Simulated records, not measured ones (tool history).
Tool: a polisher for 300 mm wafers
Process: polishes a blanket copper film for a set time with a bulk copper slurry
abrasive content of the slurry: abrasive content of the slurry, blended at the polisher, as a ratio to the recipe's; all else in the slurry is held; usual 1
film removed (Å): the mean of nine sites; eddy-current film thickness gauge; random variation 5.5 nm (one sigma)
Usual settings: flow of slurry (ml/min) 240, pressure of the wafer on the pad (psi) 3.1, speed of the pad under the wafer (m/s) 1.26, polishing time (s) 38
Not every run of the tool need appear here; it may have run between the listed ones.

run	hour	flow of slurry (ml/min)	pressure of the wafer on the pad (psi)	speed of the pad under the wafer (m/s)	abrasive content of the slurry	polishing time (s)	incoming thickness of the incoming film, nm	film removed (Å)
1	0	205	3.1	1.26	1	38	2913.8	4368
2	6.1	205	3.1	1.26	1	38	2903.5	4443
3	23.9	240	3.1	1.26	1	38	2886.9	4445
# hour 33.1: worn pad replaced by a new one
4	65.2	240	3.1	1.26	1	38	2881.4	4507
5	73.1	240	3.1	1.26	1	38	2958	4407
6	87.7	240	3.1	1.26	1	38	2931.6	4494
7	104.9	240	3.1	1.26	1	38	2931.8	4547
8	115.5	240	3.1	1.26	1	38	2918.4	4373
9	127.5	240	3.1	1.26	1	34	2902.9	4004
# hour 133.8: worn pad replaced by a new one
10	139.3	240	3.1	1.26	1	34	2913.1	3982
# hour 145.7: slurry blender recalibrated
# hour 153.9: head pressure recalibrated
11	154.4	240	3.1	1.26	1	38	2907.6	4864
# hour 156.7: slurry nozzle cleaned
12	165	240	3.1	1.26	1	38	2929.1	4845
13	178.4	240	2.3	0.9	1.2	32	2901.1	2404
14	188.4	160	3.1	1.5	1	38	2913	5373
15	198.3	240	3.1	1.14	1	38	2897	4488
16	209.6	240	3.1	1.26	0.85	38	2878.7	4688
# hour 228.4: worn pad replaced by a new one
17	228.9	240	3.1	1.26	1	38	2916.3	4863
18	234	240	2.3	1.26	1	38	2911.2	3630
19	246.5	240	2.5	1	1	38	2925.1	3254
20	252.9	240	3.1	1.26	1	38	2963.3	4959
21	268.8	240	3.1	1.38	0.9	38	2888.1	5222
22	280.2	240	3.1	1.26	1	38	2925.1	4891
23	293.2	295	3.1	1.26	1	26	2958.1	3282
24	303.4	175	3.1	0.88	1	38	2888	3450
# hour 324.3: worn pad replaced by a new one
25	324.8	265	3.1	1.26	1	33	2911.3	4259
26	336.6	240	3.1	1.26	0.75	38	2964.5	4508
27	344.6	240	2.6	1.58	0.75	30	2890.3	3569
28	350.6	240	3.5	0.96	1.2	38	2965.9	4542
29	362.3	240	3.8	1.14	1	42	2895.2	5901
30	374.9	240	3.1	1.26	1	38	2927	4873

Measured less the same run without the tool's hidden state. The same run-to-run variation is in both; the gauge's scatter may not be:
The tool's hidden condition here consists of: removal rate lost through wear of the pad, %; slurry flow missing at the pad, %; deviation of the head's pressure from its setpoint, %; abrasive missing from the slurry, %.
run	film removed (Å)
1	-442
2	-456
3	-471
4	-513
5	-509
6	-532
7	-554
8	-542
9	-505
10	-512
11	-74
12	-82
13	-45
14	-111
15	-100
16	-113
17	-133
18	-102
19	-99
20	-155
21	-178
22	-176
23	-126
24	-138
25	-186
26	-205
27	-168
28	-219
29	-296
30	-255
